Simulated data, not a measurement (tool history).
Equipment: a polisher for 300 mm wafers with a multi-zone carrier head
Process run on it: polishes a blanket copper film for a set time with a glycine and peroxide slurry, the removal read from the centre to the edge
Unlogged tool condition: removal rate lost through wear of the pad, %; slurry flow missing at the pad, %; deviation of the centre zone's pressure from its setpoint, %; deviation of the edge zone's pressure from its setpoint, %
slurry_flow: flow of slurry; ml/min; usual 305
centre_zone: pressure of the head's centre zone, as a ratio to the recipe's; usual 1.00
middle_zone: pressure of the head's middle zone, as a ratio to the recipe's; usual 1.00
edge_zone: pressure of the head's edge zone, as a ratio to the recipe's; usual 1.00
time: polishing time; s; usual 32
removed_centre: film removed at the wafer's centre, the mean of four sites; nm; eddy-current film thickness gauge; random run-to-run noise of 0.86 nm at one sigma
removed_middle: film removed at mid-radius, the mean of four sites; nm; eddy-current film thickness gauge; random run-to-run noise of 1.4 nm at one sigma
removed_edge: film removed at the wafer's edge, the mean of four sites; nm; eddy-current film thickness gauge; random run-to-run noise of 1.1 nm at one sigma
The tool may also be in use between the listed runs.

run,hour,slurry_flow,centre_zone,middle_zone,edge_zone,time,wafers since the last listed run,wafers polished on this pad,hours since the slurry nozzle was cleaned,hours since the centre zone pressure was calibrated,hours since the edge zone pressure was calibrated,hours since the carrier head's membrane was replaced,"incoming thickness of the incoming film, nm",removed_centre,removed_middle,removed_edge
1,0.0,305,1.11,0.97,1.00,40,0,1033,70.8,1140.5,965.4,355.3,2180.8,118.7,120.5,119.5
2,50.8,305,1.00,1.00,1.00,32,659,1693,121.6,1191.3,1016.2,406.1,2238.1,86.9,96.9,95.1
# hour 110.3: centre zone pressure recalibrated
3,187.4,245,1.00,1.00,1.00,32,1747,3440,258.2,77.1,1152.8,542.7,2174.6,93.5,93.4,93.0
4,245.8,305,1.00,1.00,1.00,32,758,4199,316.6,135.5,1211.2,601.1,2239.2,92.3,97.7,94.3
5,333.9,240,1.08,0.93,1.00,32,1143,5343,404.7,223.6,1299.3,689.2,2186.5,96.0,88.7,93.0
6,424.6,305,1.00,1.00,1.00,32,1177,6520,495.4,314.3,1390.0,779.9,2213.8,89.7,99.1,94.3
7,520.8,305,1.00,1.00,1.00,32,1249,7770,591.6,410.5,1486.2,876.1,2226.0,88.1,93.4,93.9
8,577.9,305,1.00,1.04,1.00,32,741,8511,648.7,467.6,1543.3,933.2,2202.4,88.4,96.4,93.4
9,636.2,305,0.92,1.00,0.93,32,757,9268,707.0,525.9,1601.6,991.5,2228.6,80.6,94.0,90.0
# hour 641.4: edge zone pressure recalibrated
# hour 695.5: slurry nozzle cleaned
# hour 719.3: worn pad replaced by a new one
10,719.8,305,1.00,1.00,1.00,39,994,7,24.3,609.5,78.4,1075.1,2182.3,109.8,119.9,117.9
11,772.6,305,1.00,1.00,1.00,32,685,692,77.1,662.3,131.2,1127.9,2199.2,89.4,98.0,96.7
12,854.6,305,1.00,1.00,1.00,32,1064,1757,159.1,744.3,213.2,1209.9,2220.0,87.2,100.4,95.5
13,953.7,390,1.00,1.00,1.00,32,1286,3044,258.2,843.4,312.3,1309.0,2209.8,88.7,100.2,98.1
14,1036.1,305,1.00,1.00,1.00,32,1069,4114,340.6,925.8,394.7,1391.4,2186.5,86.7,98.3,93.4
15,1106.2,305,1.00,0.89,1.00,32,910,5024,410.7,995.9,464.8,1461.5,2233.1,85.7,87.4,94.4
16,1182.9,305,0.89,1.00,1.00,32,995,6020,487.4,1072.6,541.5,1538.2,2204.1,75.7,95.3,93.8
# hour 1198.7: centre zone pressure recalibrated
17,1248.3,305,1.00,1.00,0.93,32,823,6843,552.8,49.6,606.9,1603.6,2223.1,95.4,94.7,91.0
18,1286.2,305,1.12,1.00,1.00,28,492,7335,590.7,87.5,644.8,1641.5,2192.7,90.2,83.7,82.2
# hour 1349.8: carrier head's membrane replaced by a new one
19,1350.3,305,1.00,1.00,1.00,32,767,8103,654.8,151.6,708.9,0.5,2205.9,92.4,94.6,95.1
20,1391.4,340,1.00,1.00,1.00,36,533,8636,695.9,192.7,750.0,41.6,2158.6,102.0,108.2,105.9
# hour 1455.5: worn pad replaced by a new one
21,1479.0,235,0.96,1.04,1.00,32,1085,304,783.5,280.3,837.6,129.2,2202.1,86.8,99.1,96.7
# hour 1559.3: slurry nozzle cleaned
22,1566.5,305,1.00,1.00,1.00,32,1123,1427,7.2,367.8,925.1,216.7,2165.3,92.3,97.4,96.2

Take each entry between the runs: how does the hidden state at the last listed run before it differ from the hidden state at the first listed run after it?
In the gap between runs 2 and 3: centre zone pressure recalibrated (hour 110.3)
  removal rate lost through wear of the pad, %: 1.95 -> 3.04; deviation of the centre zone's pressure from its setpoint, %: -11.1 -> -1.54
  the result without the hidden state subtracted from the measured one, removed_centre: -12.9 -> -4.5 nm; removed_middle: -1.9 -> -2.9 nm; removed_edge: -1.9 -> -2.9 nm
In the gap between runs 9 and 10: edge zone pressure recalibrated (hour 641.4); slurry nozzle cleaned (hour 695.5); worn pad replaced by a new one (hour 719.3)
  removal rate lost through wear of the pad, %: 4.35 -> 0.207; deviation of the centre zone's pressure from its setpoint, %: -7.63 -> -8.18
  the result without the hidden state subtracted from the measured one, removed_centre: -10.7 -> -10.2 nm; removed_middle: -4.3 -> -0.2 nm; removed_edge: -4.1 -> -0.2 nm
In the gap between runs 16 and 17: centre zone pressure recalibrated (hour 1198.7)
  removal rate lost through wear of the pad, %: 3.88 -> 4.05; deviation of the centre zone's pressure from its setpoint, %: -9.76 -> -0.917
  the result without the hidden state subtracted from the measured one, removed_centre: -11.7 -> -4.9 nm; removed_middle: -3.8 -> -4.0 nm; removed_edge: -3.8 -> -3.8 nm
In the gap between runs 18 and 19: carrier head's membrane replaced by a new one (hour 1349.8)
  removal rate lost through wear of the pad, %: 4.13 -> 4.24; deviation of the centre zone's pressure from its setpoint, %: -1.8 -> -3.12
  the result without the hidden state subtracted from the measured one, removed_centre: -5.7 -> -7.2 nm; removed_middle: -3.6 -> -4.1 nm; removed_edge: -3.5 -> -4.2 nm
In the gap between runs 20 and 21: worn pad replaced by a new one (hour 1455.5)
  removal rate lost through wear of the pad, %: 4.29 -> 0.387; deviation of the centre zone's pressure from its setpoint, %: -3.86 -> -5.19
  the result without the hidden state subtracted from the measured one, removed_centre: -8.9 -> -5.2 nm; removed_middle: -4.8 -> -0.3 nm; removed_edge: -4.8 -> -0.4 nm
In the gap between runs 21 and 22: slurry nozzle cleaned (hour 1559.3)
  removal rate lost through wear of the pad, %: 0.387 -> 1.54; deviation of the centre zone's pressure from its setpoint, %: -5.19 -> -6.25
  the result without the hidden state subtracted from the measured one, removed_centre: -5.2 -> -7.7 nm; removed_middle: -0.3 -> -1.5 nm; removed_edge: -0.4 -> -1.5 nm
